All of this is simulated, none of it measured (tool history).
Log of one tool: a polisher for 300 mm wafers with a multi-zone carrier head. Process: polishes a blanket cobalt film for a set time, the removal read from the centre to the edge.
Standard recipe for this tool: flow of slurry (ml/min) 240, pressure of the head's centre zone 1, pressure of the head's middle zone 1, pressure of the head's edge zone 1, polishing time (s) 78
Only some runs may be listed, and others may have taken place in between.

run   hour  flow of slurry (ml/min)  pressure of the head's centre zone  pressure of the head's middle zone  pressure of the head's edge zone  polishing time (s)  wafers since the last listed run  wafers polished on this pad  hours since the slurry nozzle was cleaned  hours since the centre zone pressure was calibrated  hours since the edge zone pressure was calibrated  hours since the carrier head's membrane was replaced  incoming thickness of the incoming film, nm  film removed at the wafer's centre (Å)  film removed at mid-radius (Å)  film removed at the wafer's edge (Å)
  1      0                      240                                   1                                   1                                 1                  78                                 0                          819                                      164.4                                                272.6                                              383.6                                                 813.1                                       1578.5                                    3417                            3309                                  3377
  2   12.4                      240                                   1                                   1                                 1                  78                               159                          979                                      176.8                                                  285                                                396                                                 825.5                                       1564.9                                    3416                            3340                                  3384
  3   20.3                      240                                   1                                   1                                 1                  78                               101                         1081                                      184.7                                                292.9                                              403.9                                                 833.4                                       1545.1                                    3445                            3378                                  3381
      29.8  -- worn pad replaced by a new one
  4   37.6                      240                                   1                                   1                                 1                  78                               171                           99                                        202                                                310.2                                              421.2                                                 850.7                                       1556.4                                    3477                            3317                                  3426
  5   46.6                      240                                   1                                   1                                 1                  78                               115                          215                                        211                                                319.2                                              430.2                                                 859.7                                       1583.4                                    3421                            3408                                  3379
  6   61.8                      240                                1.08                                   1                                 1                  85                               195                          411                                      226.2                                                334.4                                              445.4                                                 874.9                                       1560.7                                    3880                            3777                                  3683
  7   77.5                      210                                   1                                   1                                 1                  78                               202                          613                                      241.9                                                350.1                                              461.1                                                 890.6                                       1572.1                                    3393                            3358                                  3355
  8   86.1                      240                                   1                                0.88                               0.9                  78                               110                          723                                      250.5                                                358.7                                              469.7                                                 899.2                                       1541.1                                    3365                            3112                                  3306
      88.6  -- edge zone pressure recalibrated
     130.6  -- worn pad replaced by a new one
  9  131.1                      290                                   1                                0.93                                 1                  78                               501                            6                                      295.5                                                403.7                                               42.5                                                 944.2                                       1564.3                                    3503                            3291                                  3438
 10  139.7                      240                                   1                                   1                                 1                  78                               110                          117                                      304.1                                                412.3                                               51.1                                                 952.8                                       1548.1                                    3424                            3309                                  3414
       154  -- carrier head's membrane replaced by a new one
 11  157.5                      285                                   1                                   1                                 1                  51                               164                          282                                      321.9                                                430.1                                               68.9                                                   3.5                                       1541.6                                    2295                            2176                                  2249

Predict the results of run 12:
       176  -- slurry nozzle cleaned
 12  184.2                      240                                   1                                   1                                 1                  78                               330                          612                                        8.2                                                456.8                                               95.6                                                  30.2                                       1586.7                                       ?                               ?                                     ?

Run 12 gave film removed at the wafer's centre (Å) 3299, film removed at mid-radius (Å) 3381, film removed at the wafer's edge (Å) 3386.
If the tool had no hidden condition, the same run with the same run-to-run variation would have returned film removed at the wafer's centre (Å) 3299, film removed at mid-radius (Å) 3381, film removed at the wafer's edge (Å) 3386.
